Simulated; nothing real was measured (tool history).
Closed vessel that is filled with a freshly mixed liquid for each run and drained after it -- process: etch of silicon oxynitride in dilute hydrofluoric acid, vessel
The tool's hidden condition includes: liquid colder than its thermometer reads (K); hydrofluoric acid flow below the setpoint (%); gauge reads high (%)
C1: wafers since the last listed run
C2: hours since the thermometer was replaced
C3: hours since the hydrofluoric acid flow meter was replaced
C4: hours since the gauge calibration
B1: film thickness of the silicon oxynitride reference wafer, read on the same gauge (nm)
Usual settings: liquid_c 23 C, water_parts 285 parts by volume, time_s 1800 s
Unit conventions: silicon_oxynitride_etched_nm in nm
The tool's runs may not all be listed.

Run 1, hour 0: usual settings; C1 0; C2 155.5; C3 1036.6; C4 223.8; B1 80. Result: silicon_oxynitride_etched_nm 6.96 nm.
Run 2, hour 64.7: usual settings; C1 2042; C2 220.2; C3 1101.3; C4 288.5; B1 80.01. Result: silicon_oxynitride_etched_nm 6.89 nm.
Run 3, hour 150.6: usual settings; C1 2711; C2 306.1; C3 1187.2; C4 374.4; B1 80.03. Result: silicon_oxynitride_etched_nm 6.85 nm.
Run 4, hour 207.3: usual settings; C1 1790; C2 362.8; C3 1243.9; C4 431.1; B1 80.03. Result: silicon_oxynitride_etched_nm 6.88 nm.
Run 5, hour 248.9: usual settings; C1 1313; C2 404.4; C3 1285.5; C4 472.7; B1 79.99. Result: silicon_oxynitride_etched_nm 6.93 nm.
Run 6, hour 343.5: usual settings; C1 2986; C2 499; C3 1380.1; C4 567.3; B1 79.96. Result: silicon_oxynitride_etched_nm 6.83 nm.
At hour 375.9: hydrofluoric acid flow meter replaced.
Run 7, hour 389.8: usual settings; C1 1430; C2 545.3; C3 13.9; C4 613.6; B1 80. Result: silicon_oxynitride_etched_nm 7.35 nm.
At hour 415.7: thermometer replaced.
Run 8, hour 459.8: usual settings but liquid_c 26 C, water_parts 425 parts by volume, time_s 1435 s; C1 2178; C2 44.1; C3 83.9; C4 683.6; B1 80.02. Result: silicon_oxynitride_etched_nm 4.01 nm.
Run 9, hour 551.1: usual settings; C1 2882; C2 135.4; C3 175.2; C4 774.9; B1 80.04. Result: silicon_oxynitride_etched_nm 7.33 nm.
At hour 637.9: gauge calibrated.
Run 10, hour 639.1: usual settings; C1 2778; C2 223.4; C3 263.2; C4 1.2; B1 80.03. Result: silicon_oxynitride_etched_nm 7.31 nm.
Run 11, hour 711: usual settings but liquid_c 26.5 C, water_parts 380 parts by volume, time_s 1285 s; C1 2269; C2 295.3; C3 335.1; C4 73.1; B1 80. Result: silicon_oxynitride_etched_nm 4.2 nm.
Run 12, hour 789.1: usual settings but liquid_c 27.5 C; C1 2465; C2 373.4; C3 413.2; C4 151.2; B1 80.01. Result: silicon_oxynitride_etched_nm 8.79 nm.
Run 13, hour 828.8: usual settings but liquid_c 19 C, water_parts 350 parts by volume, time_s 1185 s; C1 1253; C2 413.1; C3 452.9; C4 190.9; B1 80.05. Result: silicon_oxynitride_etched_nm 3.09 nm.
Run 14, hour 917.8: usual settings but water_parts 180 parts by volume; C1 2809; C2 502.1; C3 541.9; C4 279.9; B1 79.98. Result: silicon_oxynitride_etched_nm 12.17 nm.

Forecast each of these 4 alternatives for the next run:
Run A, hour 918.9: usual settings; C1 34; C2 503.2; C3 543; C4 281; B1 ?. Result: silicon_oxynitride_etched_nm ?.
Run B, hour 918.9: usual settings but time_s 725 s; C1 34; C2 503.2; C3 543; C4 281; B1 ?. Result: silicon_oxynitride_etched_nm ?.
Run C, hour 918.9: usual settings but liquid_c 24.5 C, water_parts 240 parts by volume, time_s 2405 s; C1 34; C2 503.2; C3 543; C4 281; B1 ?. Result: silicon_oxynitride_etched_nm ?.
Run D, hour 918.9: usual settings but time_s 2260 s; C1 34; C2 503.2; C3 543; C4 281; B1 ?. Result: silicon_oxynitride_etched_nm ?.

run  B1  silicon_oxynitride_etched_nm
  A  80                          7.22
  B  80                          2.91
  C  80                         12.62
  D  80                          9.07
With no hidden state in the tool, these same runs would have given:
run  silicon_oxynitride_etched_nm
  A                          7.43
  B                          2.99
  C                         12.98
  D                          9.33
